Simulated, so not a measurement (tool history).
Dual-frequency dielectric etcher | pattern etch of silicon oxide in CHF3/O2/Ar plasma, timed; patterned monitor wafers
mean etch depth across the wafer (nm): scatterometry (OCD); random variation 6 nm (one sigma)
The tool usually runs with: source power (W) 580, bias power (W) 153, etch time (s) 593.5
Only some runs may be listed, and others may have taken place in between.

run	hour	source power (W)	bias power (W)	etch time (s)	wafers since the last listed run	hours since the last wet clean	hours since the last source power generator calibration	hours since the last bias power generator calibration	hours since the last upper electrode change	hours since the gauge calibration	read-back reference wafer on the same gauge, depth_nm	mean etch depth across the wafer (nm)
1	0.0	580	153	670.0	0	316.5	4127.7	3286.1	1925.6	145.6	840.6	1118.0
2	30.9	580	153	670.0	127	347.4	4158.6	3317.0	1956.5	176.5	840.8	1115.6
3	58.3	580	153	670.0	113	374.8	4186.0	3344.4	1983.9	203.9	839.6	1108.6
4	92.9	580	153	593.5	142	409.4	4220.6	3379.0	2018.5	238.5	839.7	987.2
5	111.8	580	153	593.5	77	428.3	4239.5	3397.9	2037.4	257.4	838.4	976.3
6	143.0	580	153	593.5	128	459.5	4270.7	3429.1	2068.6	288.6	838.6	981.9
7	173.4	580	153	593.5	125	489.9	4301.1	3459.5	2099.0	319.0	837.7	975.8
# hour 203.7: upper electrode replaced, of another model than before
8	204.2	580	153	593.5	28	520.7	4331.9	3490.3	0.5	349.8	841.8	975.0
9	212.3	580	153	593.5	33	528.8	4340.0	3498.4	8.6	357.9	838.8	973.5
10	232.1	580	153	593.5	81	548.6	4359.8	3518.2	28.4	377.7	841.0	962.0
11	249.3	580	153	593.5	70	565.8	4377.0	3535.4	45.6	394.9	841.2	957.6
# hour 273.3: source power generator calibrated
12	273.8	710	135	447.0	84	590.3	0.5	3559.9	70.1	419.4	843.3	751.0
# hour 286.8: bias power generator calibrated
13	299.9	650	189	593.5	91	616.4	26.6	13.1	96.2	445.5	839.7	1056.6
14	323.9	580	153	593.5	99	640.4	50.6	37.1	120.2	469.5	840.1	964.2
# hour 330.3: gauge calibrated
# hour 350.4: wet clean of the chamber
15	350.9	580	153	593.5	12	0.5	77.6	64.1	147.2	20.6	841.5	993.9
16	379.6	580	153	593.5	118	29.2	106.3	92.8	175.9	49.3	840.7	999.4
17	395.8	580	153	593.5	66	45.4	122.5	109.0	192.1	65.5	843.2	994.8
18	419.0	650	163	499.5	95	68.6	145.7	132.2	215.3	88.7	841.4	877.4
19	436.3	580	181	593.5	71	85.9	163.0	149.5	232.6	106.0	839.2	1033.9
20	460.8	580	127	593.5	101	110.4	187.5	174.0	257.1	130.5	840.1	958.9
21	479.3	700	153	593.5	76	128.9	206.0	192.5	275.6	149.0	839.4	1065.8
22	499.9	680	153	687.5	85	149.5	226.6	213.1	296.2	169.6	840.6	1216.9

Predict each of these 4 candidate next runs independently; none follows another, all start after run 22:
A	500.5	580	183	593.5	2	150.1	227.2	213.7	296.8	170.2	?	?
B	500.5	520	153	668.0	2	150.1	227.2	213.7	296.8	170.2	?	?
C	500.5	580	153	470.5	2	150.1	227.2	213.7	296.8	170.2	?	?
D	500.5	540	132	436.0	2	150.1	227.2	213.7	296.8	170.2	?	?

run	read-back reference wafer on the same gauge, depth_nm	mean etch depth across the wafer (nm)
A	839.1	1029.6
B	839.1	1074.5
C	839.1	782.0
D	839.1	686.2
Stripped of hidden state, with their random variation kept, the same runs would have yielded:
run	mean etch depth across the wafer (nm)
A	1044.5
B	1090.0
C	793.3
D	696.1
